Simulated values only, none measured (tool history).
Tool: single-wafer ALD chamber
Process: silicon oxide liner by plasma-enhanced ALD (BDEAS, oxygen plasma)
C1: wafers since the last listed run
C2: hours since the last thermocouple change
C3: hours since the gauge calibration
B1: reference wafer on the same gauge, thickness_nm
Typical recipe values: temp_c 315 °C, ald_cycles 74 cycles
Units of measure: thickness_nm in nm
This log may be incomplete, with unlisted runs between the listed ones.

run 1 day=0.000 | temp_c=310 ald_cycles=80 | C1=0 C2=1505.6 C3=242.4 | B1=5.698 | thickness_nm=6.524
run 2 day=0.979 | temp_c=315 ald_cycles=66 | C1=159 C2=1529.1 C3=265.9 | B1=5.699 | thickness_nm=5.345
run 3 day=1.567 | temp_c=315 ald_cycles=66 | C1=95 C2=1543.2 C3=280.0 | B1=5.698 | thickness_nm=5.364
run 4 day=2.217 | temp_c=315 ald_cycles=66 | C1=105 C2=1558.8 C3=295.6 | B1=5.700 | thickness_nm=5.334
run 5 day=2.933 | temp_c=315 ald_cycles=74 | C1=116 C2=1576.0 C3=312.8 | B1=5.702 | thickness_nm=6.059
run 6 day=3.938 | temp_c=315 ald_cycles=67 | C1=163 C2=1600.1 C3=336.9 | B1=5.696 | thickness_nm=5.425
run 7 day=4.571 | temp_c=315 ald_cycles=67 | C1=102 C2=1615.3 C3=352.1 | B1=5.700 | thickness_nm=5.437
run 8 day=5.575 | temp_c=315 ald_cycles=74 | C1=163 C2=1639.4 C3=376.2 | B1=5.697 | thickness_nm=5.981
run 9 day=6.312 | temp_c=315 ald_cycles=74 | C1=119 C2=1657.1 C3=393.9 | B1=5.699 | thickness_nm=6.013
run 10 day=7.233 | temp_c=315 ald_cycles=74 | C1=149 C2=1679.2 C3=416.0 | B1=5.696 | thickness_nm=5.989
run 11 day=7.850 | temp_c=315 ald_cycles=74 | C1=100 C2=1694.0 C3=430.8 | B1=5.703 | thickness_nm=6.007
run 12 day=8.771 | temp_c=315 ald_cycles=74 | C1=149 C2=1716.1 C3=452.9 | B1=5.698 | thickness_nm=6.018
run 13 day=10.196 | temp_c=315 ald_cycles=74 | C1=231 C2=1750.3 C3=487.1 | B1=5.700 | thickness_nm=6.024
run 14 day=10.879 | temp_c=315 ald_cycles=74 | C1=111 C2=1766.7 C3=503.5 | B1=5.698 | thickness_nm=6.012
-- day=11.317 gauge calibrated
run 15 day=11.596 | temp_c=315 ald_cycles=71 | C1=116 C2=1783.9 C3=6.7 | B1=5.700 | thickness_nm=5.747
-- day=12.583 thermocouple changed; heater temperature recalibrated
run 16 day=12.733 | temp_c=315 ald_cycles=71 | C1=130 C2=3.6 C3=34.0 | B1=5.703 | thickness_nm=5.758
run 17 day=14.221 | temp_c=315 ald_cycles=71 | C1=241 C2=39.3 C3=69.7 | B1=5.696 | thickness_nm=5.731
run 18 day=15.025 | temp_c=315 ald_cycles=74 | C1=130 C2=58.6 C3=89.0 | B1=5.703 | thickness_nm=6.020
run 19 day=16.429 | temp_c=315 ald_cycles=74 | C1=228 C2=92.3 C3=122.7 | B1=5.700 | thickness_nm=5.992
run 20 day=17.675 | temp_c=315 ald_cycles=74 | C1=202 C2=122.2 C3=152.6 | B1=5.698 | thickness_nm=5.993
run 21 day=18.950 | temp_c=309 ald_cycles=67 | C1=207 C2=152.8 C3=183.2 | B1=5.703 | thickness_nm=5.464
run 22 day=20.012 | temp_c=315 ald_cycles=74 | C1=172 C2=178.3 C3=208.7 | B1=5.702 | thickness_nm=5.992
run 23 day=21.096 | temp_c=329 ald_cycles=60 | C1=176 C2=204.3 C3=234.7 | B1=5.696 | thickness_nm=4.783
run 24 day=21.925 | temp_c=315 ald_cycles=74 | C1=134 C2=224.2 C3=254.6 | B1=5.698 | thickness_nm=6.030
run 25 day=22.521 | temp_c=306 ald_cycles=80 | C1=96 C2=238.5 C3=268.9 | B1=5.701 | thickness_nm=6.632
run 26 day=23.246 | temp_c=322 ald_cycles=81 | C1=117 C2=255.9 C3=286.3 | B1=5.704 | thickness_nm=6.479
run 27 day=24.317 | temp_c=301 ald_cycles=74 | C1=174 C2=281.6 C3=312.0 | B1=5.697 | thickness_nm=6.160
run 28 day=24.921 | temp_c=315 ald_cycles=82 | C1=98 C2=296.1 C3=326.5 | B1=5.698 | thickness_nm=6.691
run 29 day=26.067 | temp_c=319 ald_cycles=69 | C1=186 C2=323.6 C3=354.0 | B1=5.699 | thickness_nm=5.553
run 30 day=27.421 | temp_c=310 ald_cycles=81 | C1=220 C2=356.1 C3=386.5 | B1=5.697 | thickness_nm=6.621
-- day=27.904 gauge calibrated
run 31 day=28.746 | temp_c=315 ald_cycles=74 | C1=215 C2=387.9 C3=20.2 | B1=5.701 | thickness_nm=6.001
run 32 day=29.617 | temp_c=315 ald_cycles=87 | C1=141 C2=408.8 C3=41.1 | B1=5.698 | thickness_nm=7.080
run 33 day=31.029 | temp_c=326 ald_cycles=74 | C1=229 C2=442.7 C3=75.0 | B1=5.699 | thickness_nm=5.882
run 34 day=32.104 | temp_c=309 ald_cycles=68 | C1=174 C2=468.5 C3=100.8 | B1=5.699 | thickness_nm=5.577
run 35 day=33.138 | temp_c=315 ald_cycles=74 | C1=168 C2=493.3 C3=125.6 | B1=5.698 | thickness_nm=6.007
run 36 day=33.792 | temp_c=324 ald_cycles=74 | C1=106 C2=509.0 C3=141.3 | B1=5.703 | thickness_nm=5.916
run 37 day=34.596 | temp_c=329 ald_cycles=62 | C1=130 C2=528.3 C3=160.6 | B1=5.699 | thickness_nm=4.942
run 38 day=35.542 | temp_c=315 ald_cycles=81 | C1=153 C2=551.0 C3=183.3 | B1=5.698 | thickness_nm=6.557
run 39 day=38.229 | temp_c=301 ald_cycles=84 | C1=437 C2=615.5 C3=247.8 | B1=5.700 | thickness_nm=6.990

Give the tool's hidden conditions for every run:
wafer temperature above the value expected at the setpoint (K): 0 across all the runs
gauge reads high (%): 0 across all the runs
